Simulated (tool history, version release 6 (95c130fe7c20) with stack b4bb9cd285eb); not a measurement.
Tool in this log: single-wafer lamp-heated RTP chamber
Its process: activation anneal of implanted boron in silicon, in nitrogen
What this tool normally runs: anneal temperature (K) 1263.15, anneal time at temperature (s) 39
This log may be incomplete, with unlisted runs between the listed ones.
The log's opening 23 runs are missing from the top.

run,hour,anneal temperature (K),anneal time at temperature (s),wafers since the last listed run,wafers since the last pyrometer calibration,wafers since the reflector plate was cleaned,hours since the gauge calibration,"read-back reference wafer on the same gauge, sheet resistance",sheet resistance of the implanted and annealed layer (ohm/square)
24,1775.8,1245.15,25,605,5329,8391,737.3,91.06,118.56
25,1836.0,1263.15,39,434,5764,8825,797.5,90.91,106.03
# hour 1867.5: pyrometer window cleaned and pyrometer calibrated
26,1898.6,1281.15,60,394,224,9220,860.1,91.01,101.33
27,1940.5,1263.15,39,302,527,9522,902.0,90.95,106.05
# hour 1973.5: reflector plate cleaned
28,1984.1,1253.15,52,257,784,76,945.6,91.07,108.93
29,2029.5,1263.15,39,327,1112,404,991.0,91.01,106.54
30,2130.6,1263.15,39,730,1842,1134,1092.1,90.99,106.39
31,2227.2,1263.15,59,697,2540,1832,1188.7,91.01,104.82
32,2332.4,1292.15,22,759,3300,2592,1293.9,90.93,101.27
33,2463.1,1263.15,18,944,4244,3536,1424.6,91.07,109.31
34,2565.2,1276.15,39,737,4981,4273,1526.7,90.99,102.98
35,2626.2,1244.15,50,440,5422,4714,1587.7,91.11,113.90
36,2698.7,1245.15,39,523,5946,5238,1660.2,91.02,115.05
# hour 2753.8: pyrometer window cleaned and pyrometer calibrated
37,3019.7,1281.15,16,2260,1920,7499,1981.2,90.98,103.72
38,3086.4,1246.15,23,481,2402,7981,2047.9,90.99,118.70

Forecast each of these 3 alternatives for the next run:
A,3086.8,1263.15,31,2,2405,7983,2048.3,?,?
B,3086.8,1244.15,51,2,2405,7983,2048.3,?,?
C,3086.8,1233.15,16,2,2405,7983,2048.3,?,?

run,"read-back reference wafer on the same gauge, sheet resistance",sheet resistance of the implanted and annealed layer (ohm/square)
A,90.96,107.07
B,90.96,113.85
C,90.96,136.77
With the hidden condition removed and each run's random variation left untouched, the same runs would have given:
run,sheet resistance of the implanted and annealed layer (ohm/square)
A,107.07
B,113.85
C,136.77

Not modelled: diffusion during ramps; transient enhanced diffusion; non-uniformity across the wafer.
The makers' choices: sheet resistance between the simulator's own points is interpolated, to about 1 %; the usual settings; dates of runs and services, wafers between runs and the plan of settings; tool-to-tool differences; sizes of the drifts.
